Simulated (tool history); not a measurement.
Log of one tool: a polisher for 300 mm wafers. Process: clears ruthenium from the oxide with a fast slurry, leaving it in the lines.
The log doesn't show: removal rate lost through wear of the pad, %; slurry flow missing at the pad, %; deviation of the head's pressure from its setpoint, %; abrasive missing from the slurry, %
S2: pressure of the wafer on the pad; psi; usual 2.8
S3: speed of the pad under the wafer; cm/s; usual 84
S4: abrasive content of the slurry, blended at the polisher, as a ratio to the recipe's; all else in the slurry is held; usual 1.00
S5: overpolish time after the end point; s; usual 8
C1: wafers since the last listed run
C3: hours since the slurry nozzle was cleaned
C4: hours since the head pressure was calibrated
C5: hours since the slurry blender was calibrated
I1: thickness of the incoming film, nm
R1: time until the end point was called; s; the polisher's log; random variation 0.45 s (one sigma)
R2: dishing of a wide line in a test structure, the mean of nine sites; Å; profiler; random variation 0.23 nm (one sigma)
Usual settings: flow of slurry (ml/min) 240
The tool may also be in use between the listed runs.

run 1 hour=0.0 | flow_of_slurry_(ml/min)=240 S2=2.8 S3=84 S4=1.00 S5=8 | C1=0 wafers_polished_on_this_pad=1606 C3=34.6 C4=1019.5 C5=304.6 | I1=148.8 | R1=48.2 R2=172
-- hour=40.1 head pressure recalibrated
run 2 hour=91.8 | flow_of_slurry_(ml/min)=240 S2=2.8 S3=84 S4=1.00 S5=8 | C1=1346 wafers_polished_on_this_pad=2953 C3=126.4 C4=51.7 C5=396.4 | I1=148.9 | R1=48.1 R2=169
run 3 hour=155.9 | flow_of_slurry_(ml/min)=240 S2=2.8 S3=84 S4=1.00 S5=8 | C1=961 wafers_polished_on_this_pad=3914 C3=190.5 C4=115.8 C5=460.5 | I1=149.8 | R1=49.6 R2=174
-- hour=197.3 slurry blender recalibrated
run 4 hour=210.6 | flow_of_slurry_(ml/min)=240 S2=2.8 S3=84 S4=1.00 S5=8 | C1=790 wafers_polished_on_this_pad=4704 C3=245.2 C4=170.5 C5=13.3 | I1=148.1 | R1=48.0 R2=175
run 5 hour=254.2 | flow_of_slurry_(ml/min)=240 S2=2.8 S3=84 S4=1.00 S5=8 | C1=653 wafers_polished_on_this_pad=5357 C3=288.8 C4=214.1 C5=56.9 | I1=150.0 | R1=49.4 R2=174
run 6 hour=308.4 | flow_of_slurry_(ml/min)=240 S2=2.8 S3=76 S4=1.25 S5=8 | C1=812 wafers_polished_on_this_pad=6170 C3=343.0 C4=268.3 C5=111.1 | I1=150.2 | R1=46.7 R2=174
run 7 hour=379.9 | flow_of_slurry_(ml/min)=300 S2=2.8 S3=84 S4=1.00 S5=10 | C1=1071 wafers_polished_on_this_pad=7242 C3=414.5 C4=339.8 C5=182.6 | I1=148.6 | R1=47.2 R2=207
-- hour=417.0 worn pad replaced by a new one
run 8 hour=484.4 | flow_of_slurry_(ml/min)=300 S2=2.8 S3=84 S4=1.00 S5=10 | C1=1506 wafers_polished_on_this_pad=1010 C3=519.0 C4=444.3 C5=287.1 | I1=150.1 | R1=49.2 R2=202
run 9 hour=528.0 | flow_of_slurry_(ml/min)=240 S2=2.2 S3=84 S4=1.00 S5=8 | C1=653 wafers_polished_on_this_pad=1663 C3=562.6 C4=487.9 C5=330.7 | I1=148.3 | R1=57.9 R2=151
-- hour=533.4 slurry nozzle cleaned, repeated, since the last time left the tool worse
run 10 hour=613.1 | flow_of_slurry_(ml/min)=240 S2=2.8 S3=84 S4=1.00 S5=8 | C1=1260 wafers_polished_on_this_pad=2924 C3=79.7 C4=573.0 C5=415.8 | I1=152.6 | R1=46.8 R2=181
run 11 hour=699.2 | flow_of_slurry_(ml/min)=240 S2=2.8 S3=84 S4=1.00 S5=8 | C1=1290 wafers_polished_on_this_pad=4215 C3=165.8 C4=659.1 C5=501.9 | I1=152.5 | R1=46.7 R2=179
-- hour=732.6 slurry blender recalibrated
run 12 hour=791.0 | flow_of_slurry_(ml/min)=240 S2=3.7 S3=66 S4=0.70 S5=11 | C1=1346 wafers_polished_on_this_pad=5561 C3=257.6 C4=750.9 C5=58.4 | I1=150.9 | R1=73.4 R2=165
run 13 hour=870.0 | flow_of_slurry_(ml/min)=240 S2=2.8 S3=94 S4=1.00 S5=8 | C1=1184 wafers_polished_on_this_pad=6746 C3=336.6 C4=829.9 C5=137.4 | I1=150.6 | R1=41.0 R2=190
run 14 hour=932.4 | flow_of_slurry_(ml/min)=240 S2=2.8 S3=84 S4=1.00 S5=8 | C1=935 wafers_polished_on_this_pad=7681 C3=399.0 C4=892.3 C5=199.8 | I1=150.9 | R1=45.9 R2=174
-- hour=937.4 worn pad replaced by a new one
run 15 hour=969.4 | flow_of_slurry_(ml/min)=300 S2=2.8 S3=84 S4=1.00 S5=10 | C1=494 wafers_polished_on_this_pad=480 C3=436.0 C4=929.3 C5=236.8 | I1=148.9 | R1=45.4 R2=216
-- hour=981.0 head pressure recalibrated
run 16 hour=1015.8 | flow_of_slurry_(ml/min)=240 S2=2.8 S3=108 S4=1.00 S5=12 | C1=665 wafers_polished_on_this_pad=1145 C3=482.4 C4=34.8 C5=283.2 | I1=150.9 | R1=36.0 R2=274
-- hour=1108.4 slurry nozzle cleaned
run 17 hour=1109.0 | flow_of_slurry_(ml/min)=160 S2=3.7 S3=84 S4=1.00 S5=8 | C1=1382 wafers_polished_on_this_pad=2527 C3=0.6 C4=128.0 C5=376.4 | I1=148.9 | R1=40.4 R2=199
-- hour=1140.2 slurry blender recalibrated
run 18 hour=1201.2 | flow_of_slurry_(ml/min)=185 S2=2.8 S3=72 S4=1.00 S5=8 | C1=1352 wafers_polished_on_this_pad=3880 C3=92.8 C4=220.2 C5=61.0 | I1=148.6 | R1=54.9 R2=156
run 19 hour=1305.9 | flow_of_slurry_(ml/min)=240 S2=2.8 S3=84 S4=1.00 S5=8 | C1=1569 wafers_polished_on_this_pad=5449 C3=197.5 C4=324.9 C5=165.7 | I1=149.6 | R1=46.2 R2=181
run 20 hour=1344.3 | flow_of_slurry_(ml/min)=200 S2=2.8 S3=100 S4=1.00 S5=8 | C1=575 wafers_polished_on_this_pad=6025 C3=235.9 C4=363.3 C5=204.1 | I1=150.5 | R1=39.8 R2=203
-- hour=1357.0 worn pad replaced by a new one
run 21 hour=1412.9 | flow_of_slurry_(ml/min)=240 S2=2.8 S3=108 S4=0.80 S5=8 | C1=968 wafers_polished_on_this_pad=837 C3=304.5 C4=431.9 C5=272.7 | I1=147.9 | R1=43.8 R2=189
run 22 hour=1472.3 | flow_of_slurry_(ml/min)=240 S2=2.8 S3=84 S4=1.00 S5=8 | C1=890 wafers_polished_on_this_pad=1728 C3=363.9 C4=491.3 C5=332.1 | I1=148.3 | R1=45.4 R2=182
run 23 hour=1548.9 | flow_of_slurry_(ml/min)=215 S2=2.8 S3=84 S4=1.00 S5=3 | C1=1148 wafers_polished_on_this_pad=2876 C3=440.5 C4=567.9 C5=408.7 | I1=150.3 | R1=46.7 R2=78
-- hour=1587.9 slurry blender recalibrated
run 24 hour=1631.3 | flow_of_slurry_(ml/min)=315 S2=2.3 S3=84 S4=0.75 S5=11 | C1=1205 wafers_polished_on_this_pad=4081 C3=522.9 C4=650.3 C5=43.4 | I1=150.3 | R1=68.0 R2=172
run 25 hour=1712.0 | flow_of_slurry_(ml/min)=320 S2=3.4 S3=84 S4=1.00 S5=8 | C1=1209 wafers_polished_on_this_pad=5291 C3=603.6 C4=731.0 C5=124.1 | I1=149.9 | R1=39.9 R2=194
-- hour=1730.1 slurry nozzle cleaned
run 26 hour=1760.3 | flow_of_slurry_(ml/min)=240 S2=2.8 S3=84 S4=1.00 S5=8 | C1=709 wafers_polished_on_this_pad=6000 C3=30.2 C4=779.3 C5=172.4 | I1=147.6 | R1=44.8 R2=178
run 27 hour=1852.6 | flow_of_slurry_(ml/min)=240 S2=2.8 S3=84 S4=1.00 S5=8 | C1=1383 wafers_polished_on_this_pad=7384 C3=122.5 C4=871.6 C5=264.7 | I1=148.4 | R1=44.9 R2=183
-- hour=1858.5 worn pad replaced by a new one
run 28 hour=1926.3 | flow_of_slurry_(ml/min)=240 S2=2.8 S3=84 S4=1.00 S5=8 | C1=1044 wafers_polished_on_this_pad=1016 C3=196.2 C4=945.3 C5=338.4 | I1=148.8 | R1=45.4 R2=182

Forecast each of these 4 alternatives for the next run:
run A hour=1926.7 | flow_of_slurry_(ml/min)=240 S2=2.8 S3=84 S4=1.00 S5=8 | C1=5 wafers_polished_on_this_pad=1022 C3=196.6 C4=945.7 C5=338.8 | I1=149.1 | R1=? R2=?
run B hour=1926.7 | flow_of_slurry_(ml/min)=320 S2=2.0 S3=84 S4=1.00 S5=3 | C1=5 wafers_polished_on_this_pad=1022 C3=196.6 C4=945.7 C5=338.8 | I1=149.1 | R1=? R2=?
run C hour=1926.7 | flow_of_slurry_(ml/min)=275 S2=2.0 S3=76 S4=0.80 S5=8 | C1=5 wafers_polished_on_this_pad=1022 C3=196.6 C4=945.7 C5=338.8 | I1=149.1 | R1=? R2=?
run D hour=1926.7 | flow_of_slurry_(ml/min)=310 S2=1.9 S3=68 S4=1.00 S5=6 | C1=5 wafers_polished_on_this_pad=1022 C3=196.6 C4=945.7 C5=338.8 | I1=149.1 | R1=? R2=?

run=A R1=46.3 R2=182
run=B R1=54.5 R2=69
run=C R1=75.1 R2=124
run=D R1=68.8 R2=105
Without the tool's hidden state the same runs would have given:
run=A R1=46.2 R2=183
run=B R1=54.4 R2=70
run=C R1=74.9 R2=124
run=D R1=68.6 R2=105

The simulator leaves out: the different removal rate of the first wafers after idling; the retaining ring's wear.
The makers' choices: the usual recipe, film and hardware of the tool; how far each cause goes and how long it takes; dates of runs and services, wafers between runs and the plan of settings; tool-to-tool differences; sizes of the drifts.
